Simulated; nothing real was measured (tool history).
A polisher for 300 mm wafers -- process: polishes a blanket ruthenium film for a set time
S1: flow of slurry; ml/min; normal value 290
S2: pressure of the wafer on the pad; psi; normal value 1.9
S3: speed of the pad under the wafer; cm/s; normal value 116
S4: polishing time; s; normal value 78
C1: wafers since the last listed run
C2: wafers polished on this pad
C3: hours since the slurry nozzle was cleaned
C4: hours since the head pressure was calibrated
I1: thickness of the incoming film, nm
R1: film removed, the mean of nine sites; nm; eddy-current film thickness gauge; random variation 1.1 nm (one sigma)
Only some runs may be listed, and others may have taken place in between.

run 1 hour=0 | S1=290 S2=1.9 S3=108 S4=78 | C1=0 C2=4545 C3=411.6 C4=72.3 | I1=374.5 | R1=74.6
-- hour=89.6 worn pad replaced by a new one
run 2 hour=106.8 | S1=290 S2=1.9 S3=108 S4=78 | C1=1275 C2=213 C3=518.4 C4=179.1 | I1=376.8 | R1=82.4
run 3 hour=213.2 | S1=290 S2=1.9 S3=116 S4=78 | C1=1320 C2=1533 C3=624.8 C4=285.5 | I1=374.9 | R1=84.9
-- hour=228.4 slurry nozzle cleaned
run 4 hour=275.2 | S1=290 S2=1.9 S3=116 S4=78 | C1=757 C2=2290 C3=46.8 C4=347.5 | I1=376.3 | R1=83
-- hour=321.7 head pressure recalibrated
run 5 hour=381 | S1=290 S2=1.9 S3=116 S4=78 | C1=1288 C2=3579 C3=152.6 C4=59.3 | I1=376.3 | R1=81.1
-- hour=534.7 worn pad replaced by a new one
run 6 hour=685.1 | S1=290 S2=1.9 S3=116 S4=78 | C1=3724 C2=1865 C3=456.7 C4=363.4 | I1=375.6 | R1=84.7
-- hour=745.6 head pressure recalibrated
run 7 hour=775.8 | S1=290 S2=1.9 S3=116 S4=78 | C1=1100 C2=2966 C3=547.4 C4=30.2 | I1=373.6 | R1=80.6
-- hour=808.7 slurry nozzle cleaned
run 8 hour=853.7 | S1=290 S2=1.9 S3=94 S4=78 | C1=954 C2=3921 C3=45 C4=108.1 | I1=382.5 | R1=63.6
run 9 hour=896.4 | S1=290 S2=1.9 S3=94 S4=78 | C1=529 C2=4451 C3=87.7 C4=150.8 | I1=386.2 | R1=63.8
-- hour=955 worn pad replaced by a new one
run 10 hour=1001.5 | S1=290 S2=1.9 S3=94 S4=78 | C1=1254 C2=577 C3=192.8 C4=255.9 | I1=375.9 | R1=69.9
run 11 hour=1077.7 | S1=290 S2=1.9 S3=116 S4=78 | C1=945 C2=1523 C3=269 C4=332.1 | I1=380.5 | R1=86.5
run 12 hour=1150.2 | S1=290 S2=1.9 S3=116 S4=78 | C1=899 C2=2422 C3=341.5 C4=404.6 | I1=378.2 | R1=83.6
-- hour=1168.3 head pressure recalibrated
run 13 hour=1203.3 | S1=290 S2=2.1 S3=116 S4=78 | C1=634 C2=3056 C3=394.6 C4=35 | I1=372.1 | R1=92.6
run 14 hour=1250 | S1=260 S2=1.9 S3=116 S4=88 | C1=579 C2=3636 C3=441.3 C4=81.7 | I1=373.4 | R1=90.3
run 15 hour=1329.5 | S1=290 S2=1.6 S3=100 S4=78 | C1=986 C2=4623 C3=520.8 C4=161.2 | I1=382 | R1=58.9
-- hour=1338.5 worn pad replaced by a new one
-- hour=1403.8 slurry nozzle cleaned
run 16 hour=1436.6 | S1=350 S2=1.9 S3=116 S4=78 | C1=1267 C2=1205 C3=32.8 C4=268.3 | I1=374.9 | R1=87.3
run 17 hour=1512.1 | S1=290 S2=1.9 S3=116 S4=91 | C1=936 C2=2142 C3=108.3 C4=343.8 | I1=374.8 | R1=98
run 18 hour=1560.4 | S1=290 S2=2.2 S3=116 S4=57 | C1=599 C2=2742 C3=156.6 C4=392.1 | I1=382.5 | R1=69.4
-- hour=1632.7 head pressure recalibrated
run 19 hour=1655.6 | S1=290 S2=1.9 S3=140 S4=78 | C1=1156 C2=3898 C3=251.8 C4=22.9 | I1=381.2 | R1=100.6

Run 20 has not been measured yet. What should we expect?
-- hour=1728.4 worn pad replaced by a new one
run 20 hour=1976 | S1=290 S2=1.9 S3=98 S4=103 | C1=3926 C2=3073 C3=572.2 C4=343.3 | I1=386 | R1=?

{"run 20": {"R1": 90}}
Minus the tool's unlogged condition, the same run would have read R1 101.3 nm.

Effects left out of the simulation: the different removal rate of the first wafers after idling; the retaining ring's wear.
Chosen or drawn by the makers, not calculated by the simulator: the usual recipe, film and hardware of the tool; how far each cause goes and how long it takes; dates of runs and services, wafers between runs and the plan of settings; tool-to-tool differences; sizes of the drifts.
